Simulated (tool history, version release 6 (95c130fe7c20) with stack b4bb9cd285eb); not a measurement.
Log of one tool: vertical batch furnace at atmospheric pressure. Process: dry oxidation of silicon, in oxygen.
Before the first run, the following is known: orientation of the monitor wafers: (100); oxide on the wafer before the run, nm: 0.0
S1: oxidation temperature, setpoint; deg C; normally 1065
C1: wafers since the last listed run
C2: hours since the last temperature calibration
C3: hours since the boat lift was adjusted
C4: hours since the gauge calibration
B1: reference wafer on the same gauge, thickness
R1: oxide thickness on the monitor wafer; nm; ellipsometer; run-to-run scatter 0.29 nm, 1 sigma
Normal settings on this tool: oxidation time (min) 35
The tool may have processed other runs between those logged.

Run 1, hour 0: usual settings but S1 1071 deg C; C1 0; C2 1861.6; C3 2048.5; C4 1707.2; B1 65.08. Result: R1 65.94 nm.
Run 2, hour 52: usual settings but S1 1071 deg C; C1 763; C2 1913.6; C3 2100.5; C4 1759.2; B1 64.94. Result: R1 65.51 nm.
Run 3, hour 138.1: usual settings but S1 1071 deg C; C1 1264; C2 1999.7; C3 2186.6; C4 1845.3; B1 65.01. Result: R1 65.52 nm.
At hour 209.8: thermocouples replaced and temperature profile calibrated.
Run 4, hour 221.3: usual settings; C1 869; C2 11.5; C3 2269.8; C4 1928.5; B1 65. Result: R1 61.21 nm.
Run 5, hour 298: usual settings; C1 1126; C2 88.2; C3 2346.5; C4 2005.2; B1 65.02. Result: R1 61.43 nm.
Run 6, hour 387.7: usual settings; C1 1316; C2 177.9; C3 2436.2; C4 2094.9; B1 65.02. Result: R1 61.54 nm.
Run 7, hour 439: usual settings; C1 753; C2 229.2; C3 2487.5; C4 2146.2; B1 65.01. Result: R1 61.01 nm.
Run 8, hour 517.8: usual settings; C1 1156; C2 308; C3 2566.3; C4 2225; B1 64.95. Result: R1 61.05 nm.
Run 9, hour 610.2: usual settings but oxidation time (min) 27; C1 1356; C2 400.4; C3 2658.7; C4 2317.4; B1 65. Result: R1 52.27 nm.
Run 10, hour 677.4: usual settings but oxidation time (min) 27; C1 986; C2 467.6; C3 2725.9; C4 2384.6; B1 64.99. Result: R1 52.37 nm.
Run 11, hour 749: usual settings but oxidation time (min) 27; C1 1051; C2 539.2; C3 2797.5; C4 2456.2; B1 65.03. Result: R1 52.71 nm.
Run 12, hour 834.1: usual settings but oxidation time (min) 40.5; C1 1249; C2 624.3; C3 2882.6; C4 2541.3; B1 64.98. Result: R1 67.16 nm.
Run 13, hour 935.3: usual settings; C1 1485; C2 725.5; C3 2983.8; C4 2642.5; B1 65.03. Result: R1 61.69 nm.
Run 14, hour 996: usual settings but S1 1077 deg C; C1 891; C2 786.2; C3 3044.5; C4 2703.2; B1 64.95. Result: R1 67.25 nm.
Run 15, hour 1086.7: usual settings but S1 1077 deg C; C1 1331; C2 876.9; C3 3135.2; C4 2793.9; B1 64.96. Result: R1 67.31 nm.
At hour 1091.6: gauge calibrated.
Run 16, hour 1160.1: usual settings but oxidation time (min) 45.5; C1 1077; C2 950.3; C3 3208.6; C4 68.5; B1 64.98. Result: R1 72.13 nm.
Run 17, hour 1226.1: usual settings but S1 1047 deg C, oxidation time (min) 22; C1 968; C2 1016.3; C3 3274.6; C4 134.5; B1 65. Result: R1 40.28 nm.
Run 18, hour 1333: usual settings but oxidation time (min) 27; C1 1569; C2 1123.2; C3 3381.5; C4 241.4; B1 64.99. Result: R1 52.58 nm.
Run 19, hour 1401.9: usual settings; C1 1011; C2 1192.1; C3 3450.4; C4 310.3; B1 65.02. Result: R1 62.19 nm.
Run 20, hour 1460.3: usual settings but S1 1047 deg C; C1 857; C2 1250.5; C3 3508.8; C4 368.7; B1 65.04. Result: R1 53.42 nm.
Run 21, hour 1557.9: usual settings but S1 1059 deg C, oxidation time (min) 19; C1 1432; C2 1348.1; C3 3606.4; C4 466.3; B1 65. Result: R1 40.99 nm.
Run 22, hour 1627.9: usual settings; C1 1027; C2 1418.1; C3 3676.4; C4 536.3; B1 64.95. Result: R1 61.68 nm.
Run 23, hour 1727.3: usual settings; C1 1459; C2 1517.5; C3 3775.8; C4 635.7; B1 64.99. Result: R1 62.05 nm.
Run 24, hour 1830.7: usual settings but S1 1054 deg C, oxidation time (min) 45.5; C1 1517; C2 1620.9; C3 3879.2; C4 739.1; B1 65. Result: R1 66.88 nm.
Run 25, hour 1926.2: usual settings but S1 1078 deg C; C1 1402; C2 1716.4; C3 3974.7; C4 834.6; B1 65.04. Result: R1 68.75 nm.
At hour 1957.4: boat lift adjusted.
Run 26, hour 2032: usual settings but S1 1090 deg C; C1 1200; C2 1822.2; C3 74.6; C4 940.4; B1 65.04. Result: R1 75.68 nm.
At hour 2180.8: thermocouples replaced and temperature profile calibrated.
Run 27, hour 2338.7: usual settings but S1 1073 deg C, oxidation time (min) 46; C1 4150; C2 157.9; C3 381.3; C4 1247.1; B1 64.97. Result: R1 77.73 nm.
Run 28, hour 2386.6: usual settings; C1 703; C2 205.8; C3 429.2; C4 1295; B1 64.97. Result: R1 61.21 nm.
Run 29, hour 2464.3: usual settings but S1 1082 deg C, oxidation time (min) 19.5; C1 1140; C2 283.5; C3 506.9; C4 1372.7; B1 65.05. Result: R1 49.08 nm.
Run 30, hour 2560.6: usual settings but S1 1041 deg C, oxidation time (min) 42.5; C1 1413; C2 379.8; C3 603.2; C4 1469; B1 64.97. Result: R1 56.61 nm.
Run 31, hour 2608.8: usual settings but S1 1056 deg C; C1 707; C2 428; C3 651.4; C4 1517.2; B1 65. Result: R1 56.5 nm.
Run 32, hour 2679.7: usual settings but oxidation time (min) 27.5; C1 1040; C2 498.9; C3 722.3; C4 1588.1; B1 65.02. Result: R1 53.1 nm.
Run 33, hour 2767: usual settings but S1 1075 deg C, oxidation time (min) 27.5; C1 1281; C2 586.2; C3 809.6; C4 1675.4; B1 64.97. Result: R1 57.45 nm.
Run 34, hour 2839.1: usual settings but S1 1073 deg C, oxidation time (min) 46; C1 1058; C2 658.3; C3 881.7; C4 1747.5; B1 64.96. Result: R1 77.22 nm.
Run 35, hour 2894.7: usual settings but S1 1041 deg C, oxidation time (min) 42.5; C1 816; C2 713.9; C3 937.3; C4 1803.1; B1 64.96. Result: R1 56.69 nm.
Run 36, hour 2955: usual settings but S1 1085 deg C; C1 885; C2 774.2; C3 997.6; C4 1863.4; B1 65.04. Result: R1 71.89 nm.
Run 37, hour 3054.9: usual settings but S1 1057 deg C, oxidation time (min) 27.5; C1 1466; C2 874.1; C3 1097.5; C4 1963.3; B1 64.93. Result: R1 50.04 nm.
Run 38, hour 3102.4: usual settings but S1 1053 deg C, oxidation time (min) 41.5; C1 697; C2 921.6; C3 1145; C4 2010.8; B1 64.95. Result: R1 62.14 nm.

State the hidden condition of the tool at each of the runs:
monitor wafer colder than the profiled boat position, K: 0 in every run
gauge reads high (%): 0 in every run
H1: true tube temperature minus thermocouple reading, K
run     H1
  1    2.3
  2   2.43
  3   2.64
  4  0.214
  5  0.218
  6  0.233
  7  0.246
  8  0.273
  9  0.314
 10  0.351
 11  0.396
 12  0.459
 13  0.545
 14  0.603
 15  0.698
 16  0.782
 17  0.864
 18   1.01
 19   1.11
 20    1.2
 21   1.36
 22   1.48
 23   1.66
 24   1.87
 25   2.07
 26    2.3
 27  0.164
 28  0.175
 29  0.199
 30  0.239
 31  0.263
 32  0.305
 33  0.364
 34  0.421
 35  0.469
 36  0.525
 37  0.629
 38  0.683

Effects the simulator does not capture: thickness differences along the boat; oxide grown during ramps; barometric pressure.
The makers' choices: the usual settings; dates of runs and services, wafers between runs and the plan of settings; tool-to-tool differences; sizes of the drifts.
